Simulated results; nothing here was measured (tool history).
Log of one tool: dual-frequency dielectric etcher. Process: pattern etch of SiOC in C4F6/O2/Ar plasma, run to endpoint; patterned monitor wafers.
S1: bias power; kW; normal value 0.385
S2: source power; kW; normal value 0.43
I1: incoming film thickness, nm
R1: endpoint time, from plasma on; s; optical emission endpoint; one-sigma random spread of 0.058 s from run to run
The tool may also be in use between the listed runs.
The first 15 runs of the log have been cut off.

run     day     S1    S2     I1    R1
 16   9.888  0.453  0.43  36.66  14.3
     11.004  -- source power generator calibrated
     11.112  -- bias power generator calibrated
     11.129  -- wet clean of the chamber
 17   11.15  0.417  0.33  36.53  15.6
 18  11.162  0.335  0.43  36.43  15.6
 19  11.175  0.326  0.54  36.47  14.5
 20  11.396  0.297  0.39  36.64  16.8
 21  12.004  0.426  0.33  36.59  15.6
 22   12.75  0.412  0.43  36.85  14.6
 23  13.196   0.33  0.33  36.94  17.3
 24    13.8  0.347  0.38  36.58  16.1
 25  14.333   0.42  0.34  36.93  15.7
 26  15.008  0.429  0.52  36.63  13.5
 27  15.283  0.313  0.39  36.45  16.4
 28  15.712  0.385  0.43  36.53  14.8
 29    16.1   0.46  0.36  36.67  14.8
 30  16.788  0.333  0.36  36.67  16.5
 31  17.517  0.423  0.53  36.58  13.5
 32  18.004  0.347  0.38   36.6  16.1
 33  18.612  0.316  0.35  36.82  17.2
 34  19.358  0.356  0.43  36.77  15.4
 35    19.8  0.385   0.5  36.49  14.2

Predict each of these 4 candidate next runs independently; none follows another, all start after run 35:
  A  19.817  0.385  0.43  36.56   ?
  B  19.817  0.308  0.47  36.56   ?
  C  19.817  0.463  0.43  36.56   ?
  D  19.817   0.44  0.47  36.56   ?

run    R1
  A  14.8
  B  15.6
  C  13.9
  D  13.7
With no hidden state in the tool, these same runs would have given:
run    R1
  A  14.8
  B  15.5
  C  13.8
  D  13.7
